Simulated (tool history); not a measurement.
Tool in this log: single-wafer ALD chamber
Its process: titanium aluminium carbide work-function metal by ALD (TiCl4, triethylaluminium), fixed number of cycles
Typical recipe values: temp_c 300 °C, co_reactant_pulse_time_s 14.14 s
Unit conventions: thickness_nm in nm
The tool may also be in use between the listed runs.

run,hour,temp_c,co_reactant_pulse_time_s,wafers since the last listed run,hours since the last thermocouple change,hours since the last triethylaluminium bottle change,hours since the showerhead was replaced,hours since the gauge calibration,"read-back reference wafer on the same gauge, thickness_nm",thickness_nm
1,0,300,11.95,0,1823.4,541.2,2627.1,748.5,2.02,1.981
2,39.5,308,14.14,573,1862.9,580.7,2666.6,788,2.02,2.074
# hour 97.9: triethylaluminium bottle replaced
3,198.2,308,14.14,2186,2021.6,100.3,2825.3,946.7,2.021,2.112
4,237,308,14.14,562,2060.4,139.1,2864.1,985.5,2.021,2.104
5,317.4,306,18.01,1166,2140.8,219.5,2944.5,1065.9,2.02,2.101
6,387,306,18.01,1009,2210.4,289.1,3014.1,1135.5,2.019,2.099
7,456.1,306,18.01,1002,2279.5,358.2,3083.2,1204.6,2.02,2.097
8,514.6,300,14.14,848,2338,416.7,3141.7,1263.1,2.019,2.021
9,567.9,309,14.14,773,2391.3,470,3195,1316.4,2.019,2.09
10,625.6,300,14.14,837,2449,527.7,3252.7,1374.1,2.02,2.005
11,689.6,300,14.14,928,2513,591.7,3316.7,1438.1,2.019,1.987
# hour 699.3: triethylaluminium bottle replaced
12,725.8,293,14.14,409,2549.2,26.5,3352.9,1474.3,2.021,2.008
# hour 750.1: gauge calibrated
13,797.5,300,14.14,1040,2620.9,98.2,3424.6,47.4,2.02,2.053
14,868.1,300,14.14,1024,2691.5,168.8,3495.2,118,2.021,2.059
15,911.6,300,14.14,631,2735,212.3,3538.7,161.5,2.02,2.046
# hour 978.8: showerhead replaced
# hour 984.9: thermocouple changed; heater temperature recalibrated
16,1100.7,290,14.14,2539,115.8,401.4,121.9,350.6,2.02,1.955
17,1154,300,14.14,773,169.1,454.7,175.2,403.9,2.019,2.032
# hour 1213.5: triethylaluminium bottle replaced
18,1217.7,311,14.14,808,232.8,4.2,238.9,467.6,2.018,2.151
19,1246.5,300,14.14,417,261.6,33,267.7,496.4,2.019,2.063
20,1304.5,305,16.31,841,319.6,91,325.7,554.4,2.021,2.093
21,1347.3,296,10.41,621,362.4,133.8,368.5,597.2,2.021,1.999
22,1416.6,304,18.71,1005,431.7,203.1,437.8,666.5,2.02,2.096
23,1478.8,314,15.65,902,493.9,265.3,500,728.7,2.021,2.176
24,1546.1,306,10.02,976,561.2,332.6,567.3,796,2.021,2.021
25,1609.1,308,9.68,914,624.2,395.6,630.3,859,2.02,2.028
26,1635.6,311,18.98,384,650.7,422.1,656.8,885.5,2.02,2.144
27,1676.1,300,14.14,587,691.2,462.6,697.3,926,2.02,2.024
28,1737,286,16.18,883,752.1,523.5,758.2,986.9,2.018,1.938
29,1761.5,308,14.14,355,776.6,548,782.7,1011.4,2.021,2.062
30,1818.6,300,14.14,828,833.7,605.1,839.8,1068.5,2.019,1.993
# hour 1850.6: triethylaluminium bottle replaced
31,1886.7,300,19.23,872,901.8,36.1,907.9,1136.6,2.019,2.064
32,1940.9,309,14.14,786,956,90.3,962.1,1190.8,2.02,2.112

Predict each of these 5 candidate next runs independently; none follows another, all start after run 32:
A,1941.3,300,12.27,5,956.4,90.7,962.5,1191.2,?,?
B,1941.3,300,12.64,5,956.4,90.7,962.5,1191.2,?,?
C,1941.3,296,16.24,5,956.4,90.7,962.5,1191.2,?,?
D,1941.3,309,8.76,5,956.4,90.7,962.5,1191.2,?,?
E,1941.3,300,19.42,5,956.4,90.7,962.5,1191.2,?,?

run,"read-back reference wafer on the same gauge, thickness_nm",thickness_nm
A,2.021,2.041
B,2.021,2.043
C,2.021,2.029
D,2.021,2.058
E,2.021,2.065
Without the tool's hidden state the same runs would have given:
run,thickness_nm
A,2.042
B,2.044
C,2.029
D,2.061
E,2.066

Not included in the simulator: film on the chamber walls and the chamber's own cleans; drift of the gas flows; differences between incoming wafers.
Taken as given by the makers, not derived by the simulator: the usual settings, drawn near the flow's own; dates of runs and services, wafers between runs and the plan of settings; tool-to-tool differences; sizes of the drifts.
